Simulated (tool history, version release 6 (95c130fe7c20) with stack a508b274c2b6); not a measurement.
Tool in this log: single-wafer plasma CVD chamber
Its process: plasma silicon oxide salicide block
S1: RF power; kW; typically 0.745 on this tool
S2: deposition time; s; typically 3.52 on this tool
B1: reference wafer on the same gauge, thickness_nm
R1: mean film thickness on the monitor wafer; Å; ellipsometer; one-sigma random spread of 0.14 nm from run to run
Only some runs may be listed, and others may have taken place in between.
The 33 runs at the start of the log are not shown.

{"run": 34, "day": 127.225, "S1": 0.79, "S2": 3.08, "B1": 36.977, "R1": 323.61}
{"run": 35, "day": 129.662, "S1": 0.745, "S2": 3.32, "B1": 37.024, "R1": 342.58}
{"run": 36, "day": 131.967, "S1": 0.745, "S2": 3.29, "B1": 37.02, "R1": 336.07}
{"run": 37, "day": 134.704, "S1": 0.745, "S2": 3.52, "B1": 36.933, "R1": 362.21}
{"run": 38, "day": 137.338, "S1": 0.745, "S2": 4.07, "B1": 36.994, "R1": 419.13}
{"run": 39, "day": 138.862, "S1": 0.69, "S2": 3.93, "B1": 37.011, "R1": 395.65}
{"run": 40, "day": 142.771, "S1": 0.81, "S2": 4.15, "B1": 37.014, "R1": 437.47}
{"run": 41, "day": 147.242, "S1": 0.87, "S2": 3.22, "B1": 37.018, "R1": 348.04}
{"run": 42, "day": 149.367, "S1": 0.69, "S2": 3.52, "B1": 37.016, "R1": 354.77}
{"run": 43, "day": 151.5, "S1": 0.745, "S2": 3.52, "B1": 37.04, "R1": 362.39}

Predict each of these 5 candidate next runs independently; none follows another, all start after run 43:
{"run": "A", "day": 151.517, "S1": 0.745, "S2": 3.21, "B1": "?", "R1": "?"}
{"run": "B", "day": 151.517, "S1": 0.645, "S2": 3.91, "B1": "?", "R1": "?"}
{"run": "C", "day": 151.517, "S1": 0.855, "S2": 2.98, "B1": "?", "R1": "?"}
{"run": "D", "day": 151.517, "S1": 0.745, "S2": 4.08, "B1": "?", "R1": "?"}
{"run": "E", "day": 151.517, "S1": 0.855, "S2": 3.52, "B1": "?", "R1": "?"}

run=A B1=37.007 R1=331.05
run=B B1=37.007 R1=385.14
run=C B1=37.007 R1=321.01
run=D B1=37.007 R1=420.78
run=E B1=37.007 R1=379.18
Had the tool no hidden state, the same runs would have come out as:
run=A R1=340.6
run=B R1=396.25
run=C R1=330.26
run=D R1=432.91
run=E R1=390.11

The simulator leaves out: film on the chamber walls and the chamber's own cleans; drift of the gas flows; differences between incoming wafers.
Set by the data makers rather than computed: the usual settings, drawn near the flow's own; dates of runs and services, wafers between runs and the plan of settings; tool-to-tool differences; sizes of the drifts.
